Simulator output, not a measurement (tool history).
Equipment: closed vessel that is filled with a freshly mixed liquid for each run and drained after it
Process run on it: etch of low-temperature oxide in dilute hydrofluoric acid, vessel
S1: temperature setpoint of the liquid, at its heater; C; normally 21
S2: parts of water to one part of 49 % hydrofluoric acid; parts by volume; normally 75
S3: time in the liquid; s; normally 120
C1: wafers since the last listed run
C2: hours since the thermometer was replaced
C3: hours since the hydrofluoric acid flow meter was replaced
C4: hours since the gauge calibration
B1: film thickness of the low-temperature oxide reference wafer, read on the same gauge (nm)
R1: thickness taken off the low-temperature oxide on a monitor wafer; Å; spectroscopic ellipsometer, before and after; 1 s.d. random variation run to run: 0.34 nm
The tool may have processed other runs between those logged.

run 1 day=0 | S1=21 S2=75 S3=120 | C1=0 C2=971.6 C3=227.7 C4=481.8 | B1=110 | R1=418.7
run 2 day=1.038 | S1=21 S2=75 S3=120 | C1=3110 C2=996.5 C3=252.6 C4=506.7 | B1=109.98 | R1=421.8
run 3 day=2.504 | S1=21 S2=75 S3=120 | C1=4397 C2=1031.7 C3=287.8 C4=541.9 | B1=110.01 | R1=424.2
run 4 day=3.162 | S1=21 S2=75 S3=120 | C1=1973 C2=1047.5 C3=303.6 C4=557.7 | B1=110.02 | R1=427.3
run 5 day=3.838 | S1=21 S2=75 S3=120 | C1=2023 C2=1063.7 C3=319.8 C4=573.9 | B1=110.01 | R1=423
run 6 day=4.525 | S1=21 S2=75 S3=120 | C1=2061 C2=1080.2 C3=336.3 C4=590.4 | B1=110.01 | R1=427.3
run 7 day=5.196 | S1=21 S2=75 S3=120 | C1=2011 C2=1096.3 C3=352.4 C4=606.5 | B1=110.01 | R1=421.6
run 8 day=6.625 | S1=21 S2=75 S3=120 | C1=4285 C2=1130.6 C3=386.7 C4=640.8 | B1=110.01 | R1=419.6
run 9 day=7.508 | S1=21 S2=75 S3=120 | C1=2648 C2=1151.8 C3=407.9 C4=662 | B1=110.01 | R1=423.3
run 10 day=8.717 | S1=21 S2=75 S3=120 | C1=3623 C2=1180.8 C3=436.9 C4=691 | B1=110.01 | R1=423
-- day=9.254 hydrofluoric acid flow meter replaced
-- day=9.867 thermometer replaced
run 11 day=9.921 | S1=21 S2=75 S3=120 | C1=3360 C2=1.3 C3=16 C4=719.9 | B1=110.02 | R1=420.9
-- day=10.512 gauge calibrated
run 12 day=11.262 | S1=21 S2=75 S3=120 | C1=4022 C2=33.5 C3=48.2 C4=18 | B1=110.01 | R1=415.4
run 13 day=14.817 | S1=21 S2=75 S3=120 | C1=10656 C2=118.8 C3=133.5 C4=103.3 | B1=109.99 | R1=424.7
run 14 day=15.329 | S1=23 S2=75 S3=120 | C1=1536 C2=131.1 C3=145.8 C4=115.6 | B1=109.99 | R1=455.8
run 15 day=16.804 | S1=21 S2=75 S3=120 | C1=4422 C2=166.5 C3=181.2 C4=151 | B1=110.01 | R1=424.3
run 16 day=17.412 | S1=24 S2=55 S3=175 | C1=1824 C2=181.1 C3=195.8 C4=165.6 | B1=110.03 | R1=985.5
run 17 day=18.442 | S1=23 S2=110 S3=175 | C1=3085 C2=205.8 C3=220.5 C4=190.3 | B1=109.97 | R1=437.1
run 18 day=19.2 | S1=21 S2=90 S3=150 | C1=2273 C2=224 C3=238.7 C4=208.5 | B1=110.01 | R1=435.2
run 19 day=23.608 | S1=21 S2=50 S3=180 | C1=13218 C2=329.8 C3=344.5 C4=314.3 | B1=110 | R1=976.2
run 20 day=25.046 | S1=21 S2=75 S3=120 | C1=4310 C2=364.3 C3=379 C4=348.8 | B1=109.99 | R1=421.1
run 21 day=26.258 | S1=21 S2=75 S3=120 | C1=3635 C2=393.4 C3=408.1 C4=377.9 | B1=109.99 | R1=428.1
run 22 day=27.254 | S1=17 S2=75 S3=180 | C1=2985 C2=417.3 C3=432 C4=401.8 | B1=110 | R1=537.5
run 23 day=27.917 | S1=18 S2=50 S3=85 | C1=1986 C2=433.2 C3=447.9 C4=417.7 | B1=109.98 | R1=410.5
run 24 day=28.454 | S1=24 S2=55 S3=175 | C1=1611 C2=446.1 C3=460.8 C4=430.6 | B1=109.99 | R1=979.6
run 25 day=29.729 | S1=21 S2=75 S3=120 | C1=3823 C2=476.7 C3=491.4 C4=461.2 | B1=110 | R1=427
-- day=30.554 hydrofluoric acid flow meter replaced
run 26 day=30.683 | S1=21 S2=75 S3=120 | C1=2736 C2=499.6 C3=3.1 C4=484.1 | B1=110.03 | R1=422.6
run 27 day=32.012 | S1=21 S2=75 S3=145 | C1=3985 C2=531.5 C3=35 C4=516 | B1=110.01 | R1=515.2
run 28 day=32.721 | S1=17.5 S2=65 S3=85 | C1=2123 C2=548.5 C3=52 C4=533 | B1=110.03 | R1=304.1
run 29 day=33.592 | S1=21 S2=75 S3=120 | C1=2611 C2=569.4 C3=72.9 C4=553.9 | B1=110.02 | R1=427.3
run 30 day=34.758 | S1=17.5 S2=90 S3=95 | C1=3498 C2=597.4 C3=100.9 C4=581.9 | B1=110.01 | R1=237.2
run 31 day=35.533 | S1=25.5 S2=110 S3=160 | C1=2323 C2=616 C3=119.5 C4=600.5 | B1=109.94 | R1=443.8
run 32 day=36.829 | S1=21 S2=75 S3=60 | C1=3885 C2=647.1 C3=150.6 C4=631.6 | B1=109.97 | R1=212.5
run 33 day=37.992 | S1=21 S2=95 S3=140 | C1=3485 C2=675 C3=178.5 C4=659.5 | B1=110 | R1=380.5

What was the tool's hidden state at every run in the log?
liquid hotter than its thermometer reads (K): 0, the same for each run
hydrofluoric acid flow above the setpoint (%): 0, the same for each run
gauge reads high (%): 0, the same for each run
